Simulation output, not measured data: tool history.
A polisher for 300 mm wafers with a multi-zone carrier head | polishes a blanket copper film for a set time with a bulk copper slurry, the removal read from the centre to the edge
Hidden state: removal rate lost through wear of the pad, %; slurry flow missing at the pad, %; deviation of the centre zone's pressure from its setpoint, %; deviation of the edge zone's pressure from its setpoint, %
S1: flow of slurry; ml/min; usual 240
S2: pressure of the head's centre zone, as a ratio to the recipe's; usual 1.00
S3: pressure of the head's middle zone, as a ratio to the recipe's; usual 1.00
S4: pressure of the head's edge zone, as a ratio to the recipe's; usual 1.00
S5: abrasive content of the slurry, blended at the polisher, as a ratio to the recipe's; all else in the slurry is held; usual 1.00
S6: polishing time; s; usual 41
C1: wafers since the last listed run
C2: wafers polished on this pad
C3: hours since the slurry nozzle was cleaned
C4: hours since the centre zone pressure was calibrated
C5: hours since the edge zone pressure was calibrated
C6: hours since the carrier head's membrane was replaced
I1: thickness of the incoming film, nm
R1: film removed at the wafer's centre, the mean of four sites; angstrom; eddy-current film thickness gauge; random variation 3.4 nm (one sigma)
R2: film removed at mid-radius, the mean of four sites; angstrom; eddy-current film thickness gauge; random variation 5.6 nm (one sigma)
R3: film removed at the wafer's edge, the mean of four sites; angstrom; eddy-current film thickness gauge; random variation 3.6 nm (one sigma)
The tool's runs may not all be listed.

run    hour   S1    S2    S3    S4    S5  S6   C1    C2     C3     C4      C5      C6      I1    R1    R2    R3
  1     0.0  240  1.00  1.00  1.00  1.00  41    0   953   48.4  714.1   881.3  1007.0  2458.6  4392  4620  4549
  2    30.4  240  1.00  1.00  1.00  1.00  41  170  1124   78.8  744.5   911.7  1037.4  2396.4  4408  4546  4451
  3    90.5  240  1.00  0.93  1.00  1.00  41  336  1460  138.9  804.6   971.8  1097.5  2456.1  4356  4248  4531
  4   130.7  240  1.10  1.00  0.90  1.00  29  225  1686  179.1  844.8  1012.0  1137.7  2435.2  3466  3253  3029
  5   172.5  240  1.00  0.96  1.06  0.80  46  234  1920  220.9  886.6  1053.8  1179.5  2418.9  4727  4714  4961
      205.7  -- worn pad replaced by a new one
  6   241.7  195  1.00  1.00  0.88  1.00  41  365   201  290.1  955.8  1123.0  1248.7  2438.9  4233  4415  4230
      286.7  -- centre zone pressure recalibrated
      305.3  -- carrier head's membrane replaced by a new one
  7   305.8  240  1.00  1.00  0.92  1.00  41  319   521  354.2   19.1  1187.1     0.5  2380.9  4617  4541  4384
  8   359.1  165  1.00  0.96  0.89  1.00  31  298   820  407.5   72.4  1240.4    53.8  2439.6  3276  3225  3190
      400.0  -- slurry nozzle cleaned
  9   402.3  240  1.00  0.89  1.00  1.00  41  236  1056    2.3  115.6  1283.6    97.0  2422.7  4485  4146  4461
 10   486.7  240  1.00  1.00  1.00  1.00  41  472  1529   86.7  200.0  1368.0   181.4  2401.7  4564  4600  4490
 11   556.7  155  1.00  1.00  0.97  1.25  31  392  1921  156.7  270.0  1438.0   251.4  2431.7  3378  3507  3329
      574.7  -- edge zone pressure recalibrated
 12   581.4  220  1.00  0.95  1.00  1.25  41  127  2048  181.4  294.7     6.7   276.1  2437.9  4625  4483  4564
      595.2  -- worn pad replaced by a new one
 13   652.3  240  1.00  1.00  1.00  1.00  51  374   319  252.3  365.6    77.6   347.0  2402.4  5619  5595  5601
 14   720.1  240  1.00  1.00  1.00  1.00  41  379   699  320.1  433.4   145.4   414.8  2419.4  4554  4469  4510
 15   791.3  240  0.93  1.04  1.06  0.70  41  398  1098  391.3  504.6   216.6   486.0  2408.3  3884  4395  4276
 16   827.1  240  1.00  1.00  1.00  1.00  41  200  1299  427.1  540.4   252.4   521.8  2397.7  4412  4538  4435
      853.3  -- slurry nozzle cleaned
 17   853.8  240  1.00  1.00  1.05  1.00  41  143  1443    0.5  567.1   279.1   548.5  2450.1  4498  4474  4554
 18   891.7  240  1.00  1.00  1.00  1.00  41  212  1655   38.4  605.0   317.0   586.4  2412.1  4387  4484  4487
 19   918.7  240  0.93  1.00  1.10  1.00  41  151  1806   65.4  632.0   344.0   613.4  2394.7  4151  4550  4621
      960.3  -- worn pad replaced by a new one
 20   968.3  240  1.00  1.00  1.00  1.00  29  255    45  115.0  681.6   393.6   663.0  2395.8  3115  3208  3147
 21  1006.4  310  1.00  1.00  1.05  1.25  55  213   258  153.1  719.7   431.7   701.1  2423.2  6348  6544  6430
 22  1075.2  265  1.03  1.00  1.00  1.00  51  385   643  221.9  788.5   500.5   769.9  2448.8  5692  5650  5572

Forecast each of these 3 alternatives for the next run:
  A  1075.6  205  1.00  1.00  1.00  1.00  41   2  646  222.3  788.9  500.9  770.3  2406.2   ?   ?   ?
  B  1075.6  320  1.00  0.90  1.00  0.85  48   2  646  222.3  788.9  500.9  770.3  2406.2   ?   ?   ?
  C  1075.6  240  1.07  1.00  1.06  1.00  41   2  646  222.3  788.9  500.9  770.3  2406.2   ?   ?   ?

run    R1    R2    R3
  A  4373  4394  4407
  B  5199  4767  5179
  C  4759  4457  4543
Without the tool's hidden state the same runs would have given:
run    R1    R2    R3
  A  4500  4394  4407
  B  5350  4766  5179
  C  4897  4456  4543
